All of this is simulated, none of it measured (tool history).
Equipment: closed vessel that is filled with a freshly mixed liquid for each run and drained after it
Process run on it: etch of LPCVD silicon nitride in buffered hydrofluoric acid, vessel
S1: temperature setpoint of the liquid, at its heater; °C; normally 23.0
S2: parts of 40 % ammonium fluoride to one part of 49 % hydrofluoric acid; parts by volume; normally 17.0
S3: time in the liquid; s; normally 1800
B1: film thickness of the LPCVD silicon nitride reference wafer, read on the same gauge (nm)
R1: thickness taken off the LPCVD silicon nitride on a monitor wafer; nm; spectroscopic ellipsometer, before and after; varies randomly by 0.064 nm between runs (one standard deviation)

{"run": 1, "day": 0.0, "S1": 23.0, "S2": 17.0, "S3": 1435, "B1": 39.99, "R1": 11.09}
{"run": 2, "day": 1.317, "S1": 23.0, "S2": 17.0, "S3": 1435, "B1": 40.01, "R1": 10.96}
{"run": 3, "day": 2.742, "S1": 23.0, "S2": 17.0, "S3": 1800, "B1": 40.0, "R1": 13.69}
{"run": 4, "day": 3.438, "S1": 23.0, "S2": 17.0, "S3": 1800, "B1": 40.0, "R1": 13.75}
{"run": 5, "day": 4.054, "S1": 23.0, "S2": 17.0, "S3": 1215, "B1": 39.98, "R1": 9.32}
{"run": 6, "day": 5.358, "S1": 23.0, "S2": 17.0, "S3": 1215, "B1": 40.05, "R1": 9.28}
{"run": 7, "day": 6.717, "S1": 23.0, "S2": 17.0, "S3": 1215, "B1": 39.97, "R1": 9.27}
{"run": 8, "day": 8.108, "S1": 23.0, "S2": 17.0, "S3": 2470, "B1": 39.98, "R1": 18.85}
{"run": 9, "day": 8.879, "S1": 23.0, "S2": 17.0, "S3": 2470, "B1": 40.0, "R1": 18.82}
{"run": 10, "day": 9.858, "S1": 23.0, "S2": 17.0, "S3": 1800, "B1": 40.03, "R1": 13.68}
{"run": 11, "day": 10.617, "S1": 23.0, "S2": 17.0, "S3": 1800, "B1": 39.96, "R1": 13.8}
{"run": 12, "day": 11.75, "S1": 23.0, "S2": 17.0, "S3": 1800, "B1": 40.01, "R1": 13.79}
{"run": 13, "day": 12.467, "S1": 23.0, "S2": 17.0, "S3": 1800, "B1": 40.0, "R1": 13.75}
{"day": 13.404, "done": "hydrofluoric acid flow meter replaced"}
{"run": 14, "day": 13.675, "S1": 23.0, "S2": 17.0, "S3": 2150, "B1": 40.0, "R1": 16.37}
{"day": 13.971, "done": "gauge calibrated"}
{"run": 15, "day": 14.646, "S1": 23.0, "S2": 17.0, "S3": 1435, "B1": 40.01, "R1": 10.94}
{"run": 16, "day": 15.867, "S1": 21.5, "S2": 10.5, "S3": 755, "B1": 39.99, "R1": 8.52}
{"run": 17, "day": 16.579, "S1": 23.0, "S2": 17.0, "S3": 1215, "B1": 40.05, "R1": 9.27}
{"run": 18, "day": 17.242, "S1": 23.0, "S2": 17.0, "S3": 2295, "B1": 39.99, "R1": 17.5}
{"day": 17.408, "done": "thermometer replaced"}
{"run": 19, "day": 18.012, "S1": 18.5, "S2": 23.5, "S3": 2725, "B1": 40.03, "R1": 12.3}
{"run": 20, "day": 18.579, "S1": 25.5, "S2": 10.5, "S3": 1800, "B1": 40.03, "R1": 25.18}
{"run": 21, "day": 19.208, "S1": 23.0, "S2": 17.0, "S3": 1800, "B1": 40.01, "R1": 13.79}

What does the tool deliver on the next run?
{"run": 22, "day": 20.662, "S1": 23.0, "S2": 20.5, "S3": 2385, "B1": "?", "R1": "?"}

{"run 22": {"B1": 39.98, "R1": 15.36}}
With no hidden state in the tool, this same run would have given R1 15.36 nm.

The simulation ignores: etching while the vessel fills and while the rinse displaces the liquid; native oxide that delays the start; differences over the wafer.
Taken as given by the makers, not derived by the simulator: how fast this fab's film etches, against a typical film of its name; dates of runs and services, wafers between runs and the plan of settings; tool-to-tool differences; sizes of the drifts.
